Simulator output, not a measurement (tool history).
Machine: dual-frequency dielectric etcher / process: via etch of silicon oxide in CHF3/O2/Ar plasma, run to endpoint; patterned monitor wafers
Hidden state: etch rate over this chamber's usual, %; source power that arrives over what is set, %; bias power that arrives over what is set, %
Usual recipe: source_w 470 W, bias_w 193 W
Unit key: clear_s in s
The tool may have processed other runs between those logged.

run	hour	source_w	bias_w	wafers since the last listed run	hours since the last wet clean	hours since the last source power generator calibration	hours since the last bias power generator calibration	hours since the last upper electrode change	incoming incoming film thickness, nm	clear_s
1	0	470	193	0	299.6	3938.8	2541.4	2942	636.4	333.7
2	6.8	470	193	38	306.4	3945.6	2548.2	2948.8	638.1	339.6
3	14.9	550	193	45	314.5	3953.7	2556.3	2956.9	636.8	316.3
4	29.6	550	193	82	329.2	3968.4	2571	2971.6	635.5	316.9
5	81.1	470	193	290	380.7	4019.9	2622.5	3023.1	630.9	334.6
6	87.7	470	193	37	387.3	4026.5	2629.1	3029.7	633.9	335.9
# hour 120.7: wet clean of the chamber
7	121.2	470	193	53	0.5	4060	2662.6	3063.2	642.2	334
8	121.6	520	193	2	0.9	4060.4	2663	3063.6	650.6	329
9	122.5	520	193	5	1.8	4061.3	2663.9	3064.5	632.1	316.8
10	134	470	193	64	13.3	4072.8	2675.4	3076	641.2	332.8
11	142	470	193	45	21.3	4080.8	2683.4	3084	640.1	335.1
12	159.2	470	193	96	38.5	4098	2700.6	3101.2	637.3	330.8
13	173.4	470	193	79	52.7	4112.2	2714.8	3115.4	637.8	335.5
# hour 181: source power generator calibrated
14	185.7	470	193	46	65	4.7	2727.1	3127.7	640	334.2
15	195.8	470	176	56	75.1	14.8	2737.2	3137.8	645.9	348.6
16	211.8	470	193	90	91.1	30.8	2753.2	3153.8	646.1	335
17	224.5	470	150	71	103.8	43.5	2765.9	3166.5	635.2	364.4
18	232	470	178	42	111.3	51	2773.4	3174	637.4	343
# hour 272.4: upper electrode replaced
19	272.9	470	193	95	152.2	91.9	2814.3	0.5	637.4	336.1
20	273.4	510	193	2	152.7	92.4	2814.8	1	642.8	330.2
# hour 281.7: bias power generator calibrated
21	282.2	570	193	27	161.5	101.2	0.5	9.8	646.2	314.5
22	290.5	410	193	46	169.8	109.5	8.8	18.1	637.6	351.6
23	303.6	590	163	73	182.9	122.6	21.9	31.2	635.5	326.2
24	318.1	520	217	81	197.4	137.1	36.4	45.7	637.3	307.6
25	338.5	590	215	114	217.8	157.5	56.8	66.1	632.8	293.6
26	346.7	420	173	46	226	165.7	65	74.3	636.7	363.7
27	363.2	470	152	92	242.5	182.2	81.5	90.8	634.6	364.1
28	376.8	470	193	76	256.1	195.8	95.1	104.4	642	343
29	390.7	550	151	78	270	209.7	109	118.3	639.3	347.1

Predict each of these 3 candidate next runs independently; none follows another, all start after run 29:
A	391.2	470	193	2	270.5	210.2	109.5	118.8	642.6	?
B	391.2	560	233	2	270.5	210.2	109.5	118.8	642.6	?
C	391.2	580	228	2	270.5	210.2	109.5	118.8	642.6	?

run	clear_s
A	337.8
B	295
C	293.6
Stripped of hidden state, with their random variation kept, the same runs would have yielded:
run	clear_s
A	332.2
B	290.1
C	288.7
